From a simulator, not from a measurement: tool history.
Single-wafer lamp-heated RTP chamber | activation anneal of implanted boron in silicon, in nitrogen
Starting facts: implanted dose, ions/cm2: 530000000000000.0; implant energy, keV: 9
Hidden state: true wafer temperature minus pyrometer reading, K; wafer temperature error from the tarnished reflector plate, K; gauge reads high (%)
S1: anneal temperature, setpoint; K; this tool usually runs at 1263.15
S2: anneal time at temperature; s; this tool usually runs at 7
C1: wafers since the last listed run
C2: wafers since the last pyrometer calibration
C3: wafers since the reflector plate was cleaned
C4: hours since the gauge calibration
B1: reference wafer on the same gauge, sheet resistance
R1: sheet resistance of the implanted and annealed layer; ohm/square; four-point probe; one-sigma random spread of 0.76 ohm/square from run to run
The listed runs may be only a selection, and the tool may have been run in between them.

run   hour       S1  S2    C1    C2    C3     C4      B1      R1
  1    0.0  1263.15   7     0   266  1669  327.8  207.86  221.51
  2   57.3  1263.15   7  1521  1787  3190  385.1  208.25  219.28
  3  144.5  1263.15   7  2314  4102  5505  472.3  208.02  217.84
  4  212.8  1263.15   7  1813  5915  7318  540.6  207.90  216.25
     231.0  -- pyrometer window cleaned and pyrometer calibrated
     255.5  -- reflector plate cleaned
  5  278.9  1263.15   7  1329  1058   620  606.7  207.63  219.04
  6  321.7  1263.15   7  1136  2194  1756  649.5  208.17  218.29
     406.3  -- gauge calibrated
  7  417.1  1263.15   7  2532  4727  4288   10.8  208.07  217.19

Run 8 has not been measured yet. What should we expect?
     428.0  -- pyrometer window cleaned and pyrometer calibrated
  8  505.1  1250.15  10  2123  2046  6412  98.8   ?   ?

{"run 8": {"B1": 207.92, "R1": 224.39}}
With the hidden condition absent and the run-to-run variation left alone, this run would have shown R1 229.44 ohm/square.

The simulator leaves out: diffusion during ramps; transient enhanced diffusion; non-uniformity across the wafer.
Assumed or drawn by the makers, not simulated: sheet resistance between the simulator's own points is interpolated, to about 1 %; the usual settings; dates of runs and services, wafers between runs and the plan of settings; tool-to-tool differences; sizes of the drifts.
